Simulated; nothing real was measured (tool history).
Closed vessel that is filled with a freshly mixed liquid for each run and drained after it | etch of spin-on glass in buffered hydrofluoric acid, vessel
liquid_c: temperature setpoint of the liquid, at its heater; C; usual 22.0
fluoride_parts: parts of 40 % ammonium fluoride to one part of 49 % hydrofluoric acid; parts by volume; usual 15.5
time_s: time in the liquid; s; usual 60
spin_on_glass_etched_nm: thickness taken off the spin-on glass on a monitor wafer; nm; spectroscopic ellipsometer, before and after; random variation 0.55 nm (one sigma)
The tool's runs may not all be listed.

run    hour  liquid_c  fluoride_parts  time_s  read-back film thickness of the spin-on glass reference wafer, read on the same gauge (nm)  spin_on_glass_etched_nm
  1     0.0      22.0            18.5      60                                                                                      100.02                    95.71
  2   250.9      22.0            14.0      60                                                                                      100.01                   123.64
  3   357.0      22.0            14.0      60                                                                                      100.00                   121.22
  4   453.5      22.0            15.5      80                                                                                       99.98                   144.07
      543.0  -- hydrofluoric acid flow meter replaced
  5   547.9      22.0            15.5      60                                                                                       99.99                   113.18
  6   628.4      22.0            15.5      60                                                                                       99.99                   113.25
      678.6  -- gauge calibrated
  7   697.9      22.0            15.5      60                                                                                      100.04                   112.89
  8   784.5      22.0            15.5      60                                                                                      100.04                   111.95
  9   863.6      22.0            15.5      60                                                                                       99.97                   110.13
      898.3  -- thermometer replaced
 10   964.0      22.0            15.5      60                                                                                      100.01                   112.03
 11  1030.3      19.5            15.5      60                                                                                      100.00                    96.68
     1062.9  -- hydrofluoric acid flow meter replaced
 12  1114.5      22.0            12.5      60                                                                                      100.00                   141.31
 13  1210.3      22.0            15.5      60                                                                                      100.00                   113.70
 14  1253.5      18.0            15.5      60                                                                                      100.01                    90.41
 15  1356.0      24.0            15.5      60                                                                                      100.02                   126.10
 16  1395.7      22.0            15.5      60                                                                                      100.01                   111.99
 17  1450.4      19.5            15.5      85                                                                                       99.99                   136.10
 18  1487.4      22.0            15.5      60                                                                                      100.03                   110.41
 19  1548.5      17.5            12.5      85                                                                                      100.00                   149.54
 20  1599.9      26.5            15.5      45                                                                                      100.00                   105.16
     1680.4  -- hydrofluoric acid flow meter replaced
 21  1687.2      22.0            15.5      30                                                                                       99.98                    57.54
 22  1725.6      20.0            20.5      40                                                                                       99.97                    51.66
 23  1788.2      22.0            15.5      60                                                                                       99.98                   113.00
 24  1850.4      22.0            13.5      50                                                                                      100.00                   107.41

Forecast run 25:
 25  1916.2      26.5            21.5      40                                                                                           ?                        ?

read-back film thickness of the spin-on glass reference wafer, read on the same gauge (nm): 100.02
spin_on_glass_etched_nm: 70.98 nm
Without the tool's hidden state the same run would have given spin_on_glass_etched_nm 73.32 nm.
